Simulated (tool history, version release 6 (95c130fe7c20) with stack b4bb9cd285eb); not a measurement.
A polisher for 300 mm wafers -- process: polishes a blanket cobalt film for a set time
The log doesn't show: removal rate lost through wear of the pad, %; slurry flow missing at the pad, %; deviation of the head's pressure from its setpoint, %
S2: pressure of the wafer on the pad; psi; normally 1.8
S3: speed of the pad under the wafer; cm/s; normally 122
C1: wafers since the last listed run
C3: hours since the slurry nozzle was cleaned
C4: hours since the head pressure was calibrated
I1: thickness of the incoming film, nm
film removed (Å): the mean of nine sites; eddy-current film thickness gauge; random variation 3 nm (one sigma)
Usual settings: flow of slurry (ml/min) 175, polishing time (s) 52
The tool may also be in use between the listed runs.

Run 1, hour 0.0: usual settings; C1 0; wafers polished on this pad 1304; C3 312.0; C4 320.1; I1 816.3. Result: film removed (Å) 2968.
Run 2, hour 53.9: usual settings but S2 1.4 psi; C1 643; wafers polished on this pad 1948; C3 365.9; C4 374.0; I1 809.4. Result: film removed (Å) 2270.
At hour 66.0: worn pad replaced by a new one.
Run 3, hour 79.1: usual settings but S2 1.4 psi; C1 253; wafers polished on this pad 156; C3 391.1; C4 399.2; I1 807.2. Result: film removed (Å) 2472.
At hour 113.1: head pressure recalibrated.
Run 4, hour 130.4: usual settings but S2 1.4 psi; C1 588; wafers polished on this pad 745; C3 442.4; C4 17.3; I1 807.0. Result: film removed (Å) 2398.
Run 5, hour 160.2: usual settings; C1 355; wafers polished on this pad 1101; C3 472.2; C4 47.1; I1 801.3. Result: film removed (Å) 2993.
At hour 221.3: worn pad replaced by a new one.
Run 6, hour 229.0: usual settings; C1 773; wafers polished on this pad 91; C3 541.0; C4 115.9; I1 801.6. Result: film removed (Å) 3153.
At hour 355.9: slurry nozzle cleaned.
At hour 385.9: worn pad replaced by a new one.
Run 7, hour 386.4: usual settings; C1 1819; wafers polished on this pad 5; C3 30.5; C4 273.3; I1 820.8. Result: film removed (Å) 3175.
Run 8, hour 438.9: usual settings but S2 1.4 psi, S3 140 cm/s, polishing time (s) 37; C1 626; wafers polished on this pad 632; C3 83.0; C4 325.8; I1 798.4. Result: film removed (Å) 1907.
At hour 523.6: head pressure recalibrated.
At hour 549.6: worn pad replaced by a new one, of another model than before.
Run 9, hour 624.1: usual settings but S2 1.6 psi, S3 110 cm/s; C1 2139; wafers polished on this pad 889; C3 268.2; C4 100.5; I1 816.0. Result: film removed (Å) 2686.
Run 10, hour 678.6: usual settings but S2 1.6 psi; C1 650; wafers polished on this pad 1539; C3 322.7; C4 155.0; I1 812.5. Result: film removed (Å) 2773.
At hour 737.3: worn pad replaced by a new one.
Run 11, hour 737.8: usual settings; C1 659; wafers polished on this pad 5; C3 381.9; C4 214.2; I1 803.9. Result: film removed (Å) 3207.
Run 12, hour 788.5: usual settings but polishing time (s) 36; C1 605; wafers polished on this pad 611; C3 432.6; C4 264.9; I1 806.7. Result: film removed (Å) 2122.
Run 13, hour 819.6: usual settings but S2 2.1 psi, polishing time (s) 67; C1 371; wafers polished on this pad 982; C3 463.7; C4 296.0; I1 808.4. Result: film removed (Å) 4179.
At hour 866.7: head pressure recalibrated.
Run 14, hour 879.2: usual settings but flow of slurry (ml/min) 145, S2 2.0 psi; C1 687; wafers polished on this pad 1670; C3 523.3; C4 12.5; I1 795.9. Result: film removed (Å) 3061.

Hidden condition of the tool, last listed run before each entry between runs versus first listed run after:
After run 2, before run 3: worn pad replaced by a new one (hour 66.0)
  removal rate lost through wear of the pad, %: 8.96 -> 1.86
  the result without the hidden state subtracted from the measured one, film removed (Å): -224 -> -47
After run 3, before run 4: head pressure recalibrated (hour 113.1)
  removal rate lost through wear of the pad, %: 1.86 -> 6
  the result without the hidden state subtracted from the measured one, film removed (Å): -47 -> -153
After run 5, before run 6: worn pad replaced by a new one (hour 221.3)
  removal rate lost through wear of the pad, %: 7.18 -> 1.9
  the result without the hidden state subtracted from the measured one, film removed (Å): -231 -> -61
After run 6, before run 7: slurry nozzle cleaned (hour 355.9); worn pad replaced by a new one (hour 385.9)
  removal rate lost through wear of the pad, %: 1.9 -> 0.629
  the result without the hidden state subtracted from the measured one, film removed (Å): -61 -> -20
After run 8, before run 9: head pressure recalibrated (hour 523.6); worn pad replaced by a new one, of another model than before (hour 549.6)
  removal rate lost through wear of the pad, %: 5.84 -> 6.83
  the result without the hidden state subtracted from the measured one, film removed (Å): -118 -> -196
After run 10, before run 11: worn pad replaced by a new one (hour 737.3)
  removal rate lost through wear of the pad, %: 8.34 -> 0.254
  the result without the hidden state subtracted from the measured one, film removed (Å): -252 -> -8
After run 13, before run 14: head pressure recalibrated (hour 866.7)
  removal rate lost through wear of the pad, %: 6.88 -> 8.27
  the result without the hidden state subtracted from the measured one, film removed (Å): -308 -> -276
